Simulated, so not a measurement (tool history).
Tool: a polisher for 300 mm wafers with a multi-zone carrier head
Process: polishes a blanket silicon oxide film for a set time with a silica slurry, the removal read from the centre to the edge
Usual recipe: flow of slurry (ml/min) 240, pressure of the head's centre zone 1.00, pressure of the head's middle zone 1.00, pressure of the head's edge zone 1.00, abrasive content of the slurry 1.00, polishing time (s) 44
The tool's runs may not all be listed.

run,hour,flow of slurry (ml/min),pressure of the head's centre zone,pressure of the head's middle zone,pressure of the head's edge zone,abrasive content of the slurry,polishing time (s),wafers since the last listed run,wafers polished on this pad,hours since the slurry nozzle was cleaned,hours since the centre zone pressure was calibrated,hours since the edge zone pressure was calibrated,hours since the carrier head's membrane was replaced,"incoming thickness of the incoming film, nm",film removed at the wafer's centre (angstrom),film removed at mid-radius (angstrom),film removed at the wafer's edge (angstrom)
1,0.0,165,1.10,1.00,1.00,1.00,44,0,1246,114.9,587.2,561.4,17.5,758.2,1060,976,943
2,30.7,240,1.00,1.00,1.00,1.00,44,415,1661,145.6,617.9,592.1,48.2,749.7,995,1007,966
3,61.3,240,0.93,0.93,0.95,1.00,44,413,2075,176.2,648.5,622.7,78.8,773.7,920,939,972
# hour 66.6: centre zone pressure recalibrated
4,96.7,325,1.00,1.00,1.00,1.00,58,451,2527,211.6,30.1,658.1,114.2,767.4,1279,1359,1313
5,124.8,240,1.00,1.00,1.00,0.80,44,380,2907,239.7,58.2,686.2,142.3,764.7,822,880,853
# hour 129.2: worn pad replaced by a new one
6,148.8,175,1.00,1.04,0.95,1.00,49,270,265,263.7,82.2,710.2,166.3,764.1,1018,1128,1035
7,173.5,240,1.00,1.00,1.00,1.00,44,334,599,288.4,106.9,734.9,191.0,751.7,945,1016,962
8,207.2,240,1.00,1.00,1.00,1.00,44,455,1055,322.1,140.6,768.6,224.7,770.7,944,1002,958
9,225.8,240,1.08,1.06,1.00,1.00,44,251,1307,340.7,159.2,787.2,243.3,755.0,1012,1056,983
10,248.7,240,1.00,1.00,1.00,1.00,44,309,1616,363.6,182.1,810.1,266.2,767.8,940,1016,966
11,262.3,240,1.00,1.00,1.00,1.00,44,183,1800,377.2,195.7,823.7,279.8,755.5,944,1003,965
# hour 290.8: slurry nozzle cleaned
12,293.1,240,1.00,1.00,1.03,1.00,44,403,2203,2.3,226.5,854.5,310.6,768.2,960,1004,991
13,321.4,240,0.94,1.06,1.00,1.00,34,382,2586,30.6,254.8,882.8,338.9,757.8,696,815,745
# hour 323.6: edge zone pressure recalibrated
14,352.1,240,1.00,1.00,1.00,1.00,44,388,2975,61.3,285.5,28.5,369.6,752.3,956,1008,972
# hour 368.2: worn pad replaced by a new one
15,383.8,240,1.00,1.00,1.00,1.00,44,374,211,93.0,317.2,60.2,401.3,750.3,957,998,981
16,411.7,305,1.00,1.06,1.00,1.10,44,377,588,120.9,345.1,88.1,429.2,757.3,1037,1133,1033
17,425.9,285,1.00,1.00,1.00,1.00,54,192,780,135.1,359.3,102.3,443.4,763.5,1205,1253,1207
18,445.5,240,1.00,1.00,1.08,1.00,49,265,1045,154.7,378.9,121.9,463.0,757.1,1075,1109,1114
19,471.5,240,1.00,1.00,1.03,1.15,44,351,1397,180.7,404.9,147.9,489.0,769.7,1039,1080,1044
20,505.3,160,1.00,1.00,1.00,1.00,32,457,1854,214.5,438.7,181.7,522.8,754.6,673,701,689
21,534.4,205,1.00,0.92,1.00,1.00,44,393,2248,243.6,467.8,210.8,551.9,760.6,960,911,960
22,548.8,240,1.00,1.00,0.88,0.75,44,194,2443,258.0,482.2,225.2,566.3,764.8,820,837,778

Alternative continuations, all from the tool just after run 22; predict every row:
A,549.2,240,1.00,1.00,1.00,1.00,58,5,2448,258.4,482.6,225.6,566.7,765.0,?,?,?
B,549.2,240,1.00,1.00,1.00,1.00,56,5,2448,258.4,482.6,225.6,566.7,765.0,?,?,?
C,549.2,305,0.91,1.00,0.89,1.20,44,5,2448,258.4,482.6,225.6,566.7,765.0,?,?,?
D,549.2,240,1.00,1.00,1.00,1.00,48,5,2448,258.4,482.6,225.6,566.7,765.0,?,?,?

run,film removed at the wafer's centre (angstrom),film removed at mid-radius (angstrom),film removed at the wafer's edge (angstrom)
A,1269,1326,1286
B,1225,1280,1241
C,981,1125,1042
D,1050,1098,1064
With no hidden state in the tool, these same runs would have given:
run,film removed at the wafer's centre (angstrom),film removed at mid-radius (angstrom),film removed at the wafer's edge (angstrom)
A,1226,1326,1286
B,1184,1281,1241
C,947,1126,1042
D,1015,1098,1064

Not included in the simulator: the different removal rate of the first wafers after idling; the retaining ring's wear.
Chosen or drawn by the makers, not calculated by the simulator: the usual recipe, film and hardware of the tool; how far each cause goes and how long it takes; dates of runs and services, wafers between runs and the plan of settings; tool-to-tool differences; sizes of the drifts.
